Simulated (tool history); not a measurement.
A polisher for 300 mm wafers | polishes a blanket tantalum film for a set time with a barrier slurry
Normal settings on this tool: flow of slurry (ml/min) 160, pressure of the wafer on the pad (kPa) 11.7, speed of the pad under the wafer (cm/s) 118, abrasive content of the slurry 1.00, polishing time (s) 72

run	hour	flow of slurry (ml/min)	pressure of the wafer on the pad (kPa)	speed of the pad under the wafer (cm/s)	abrasive content of the slurry	polishing time (s)	incoming thickness of the incoming film, nm	film removed (nm)
1	0.0	120	11.7	118	1.00	72	477.4	85.5
# hour 35.2: worn pad replaced by a new one
# hour 53.4: head pressure recalibrated
2	57.7	160	11.7	118	1.00	72	480.8	95.8
3	136.9	160	11.7	118	1.00	72	476.5	96.9
# hour 151.3: slurry blender recalibrated
4	194.9	160	11.7	118	1.00	72	477.3	95.5
5	235.4	160	11.7	118	1.00	72	477.3	95.2
6	315.4	160	11.7	118	1.00	72	483.6	93.9
7	395.1	160	11.7	118	1.00	72	477.7	91.7
# hour 404.0: slurry nozzle cleaned
8	490.1	160	11.7	118	1.00	72	482.4	93.3
# hour 515.3: worn pad replaced by a new one, of another model than before
9	595.5	160	11.7	118	1.00	72	481.8	96.6
10	679.6	160	11.7	118	1.00	72	476.3	95.9
# hour 706.8: head pressure recalibrated
# hour 726.7: slurry blender recalibrated
11	786.2	160	11.7	118	1.00	72	476.7	92.3
12	874.2	160	11.7	118	1.00	72	483.7	92.4
13	921.3	160	11.7	118	1.00	72	485.1	89.0
14	982.6	160	11.7	118	1.00	72	488.8	92.7
15	1025.8	130	11.7	118	0.90	72	484.2	88.0
# hour 1058.9: worn pad replaced by a new one
16	1093.7	175	11.7	118	0.90	72	483.3	95.7
17	1190.5	160	10.3	118	1.00	83	481.9	104.0
18	1236.8	180	13.8	118	1.00	72	483.6	106.2
# hour 1240.3: slurry blender recalibrated
# hour 1269.0: slurry nozzle cleaned
19	1315.7	160	11.7	118	1.00	72	481.6	94.9
# hour 1321.8: head pressure recalibrated
20	1403.2	160	11.7	156	1.00	72	486.1	111.4
21	1441.9	160	11.7	118	1.00	72	479.4	92.0
22	1496.8	160	11.7	118	1.00	72	471.2	91.6
23	1540.9	160	11.7	118	0.80	72	472.0	85.0
# hour 1558.7: worn pad replaced by a new one
24	1609.8	160	11.7	118	1.00	72	482.6	98.0
25	1650.8	175	11.7	118	1.00	72	478.7	96.7
# hour 1802.5: slurry blender recalibrated
26	1972.5	115	11.7	84	1.00	72	474.5	72.6
# hour 2022.1: head pressure recalibrated
# hour 2066.0: worn pad replaced by a new one
# hour 2066.6: slurry nozzle cleaned
27	2069.2	130	13.1	96	1.25	72	489.1	91.9
28	2142.2	160	11.7	90	0.85	72	475.3	76.8
29	2189.1	215	11.7	102	1.20	64	483.3	83.0

Below are 5 alternative next runs, each starting from the tool's condition after run 29. Predict each:
A	2189.5	160	11.7	118	1.00	54	481.2	?
B	2189.5	160	13.8	106	1.25	85	481.2	?
C	2189.5	160	11.7	118	1.00	63	481.2	?
D	2189.5	160	9.0	102	1.10	54	481.2	?
E	2189.5	160	11.7	80	1.00	72	481.2	?

run	film removed (nm)
A	70.7
B	118.5
C	82.5
D	57.7
E	74.0
Stripped of hidden state, with their random variation kept, the same runs would have yielded:
run	film removed (nm)
A	73.2
B	122.6
C	85.4
D	59.7
E	76.6
